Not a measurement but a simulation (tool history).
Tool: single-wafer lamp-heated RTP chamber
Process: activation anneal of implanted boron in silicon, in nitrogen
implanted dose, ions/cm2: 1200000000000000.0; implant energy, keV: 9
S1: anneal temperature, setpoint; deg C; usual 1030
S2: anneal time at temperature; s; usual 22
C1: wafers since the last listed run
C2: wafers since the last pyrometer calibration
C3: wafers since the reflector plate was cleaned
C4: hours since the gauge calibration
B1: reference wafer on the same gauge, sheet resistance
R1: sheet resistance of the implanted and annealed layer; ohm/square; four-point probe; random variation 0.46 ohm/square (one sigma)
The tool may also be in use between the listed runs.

run,hour,S1,S2,C1,C2,C3,C4,B1,R1
1,0,1014,25,0,324,11059,675.8,103.16,111.34
2,47.8,1014,25,637,962,11697,723.6,102.86,110.05
# hour 66.8: reflector plate cleaned
3,81.3,1014,25,340,1302,193,757.1,102.7,110.35
4,126.1,1038,22,597,1900,790,801.9,103.09,102.34
5,157.9,1030,22,424,2324,1214,833.7,102.72,104.98
6,216.6,1030,22,783,3107,1998,892.4,102.98,103.8
7,244.9,1030,22,377,3485,2375,920.7,103.03,104.07
# hour 264.5: pyrometer window cleaned and pyrometer calibrated
8,313.8,1030,22,812,657,3188,989.6,102.96,106.41
9,353.8,1030,22,533,1191,3721,1029.6,102.83,105.16
10,386.7,1030,22,438,1630,4160,1062.5,103.1,105.27
11,458,1030,22,951,2581,5112,1133.8,103.13,104.6
12,493.7,1030,22,476,3058,5588,1169.5,102.85,103.77
13,540.8,1030,22,628,3686,6216,1216.6,102.98,102.98
# hour 587.2: pyrometer window cleaned and pyrometer calibrated
14,598.4,1030,22,661,149,6878,1274.2,103.03,107.29
15,801.2,1030,22,2705,2855,9584,1477,103.08,104.19
16,845.3,1005,22,588,3443,10172,1521.1,103.16,112.05
# hour 886.9: pyrometer window cleaned and pyrometer calibrated
# hour 888.8: gauge calibrated
17,897.3,1043,14,587,138,10759,8.5,103.12,105.76
18,934.5,1045,33,496,635,11255,45.7,103.14,99.08
19,998.9,1004,33,859,1494,12114,110.1,103.01,112.4
20,1032.8,1030,22,452,1946,12567,144,103.12,105.2
# hour 1044.6: reflector plate cleaned
21,1151.1,1013,17,1471,3418,1421,262.3,102.94,110.16
22,1182.9,1045,29,424,3842,1845,294.1,103.06,98.36
23,1224.7,1014,25,557,4400,2403,335.9,102.95,107.2
# hour 1247: pyrometer window cleaned and pyrometer calibrated
24,1286.4,1030,22,716,525,3119,397.6,103.04,106.78
25,1353.8,1049,29,899,1424,4018,465,102.88,98.42
26,1481,1010,14,1697,3121,5715,592.2,103.2,112.73
# hour 1530.8: pyrometer window cleaned and pyrometer calibrated
27,1548.8,1008,32,797,239,6513,660,103.1,111.7
28,1586.6,1043,30,504,744,7017,697.8,103.04,100.46
29,1637,1030,34,672,1416,7690,748.2,102.89,103.13

3 ways to go on from here, each from the tool as it stands after run 29. What would each give?
A,1637.4,1030,31,5,1421,7695,748.6,?,?
B,1637.4,1013,14,5,1421,7695,748.6,?,?
C,1637.4,1018,27,5,1421,7695,748.6,?,?

run,B1,R1
A,102.96,103.96
B,102.96,114.07
C,102.96,108.97
Without the tool's hidden state the same runs would have given:
run,R1
A,105.38
B,115.41
C,110.29
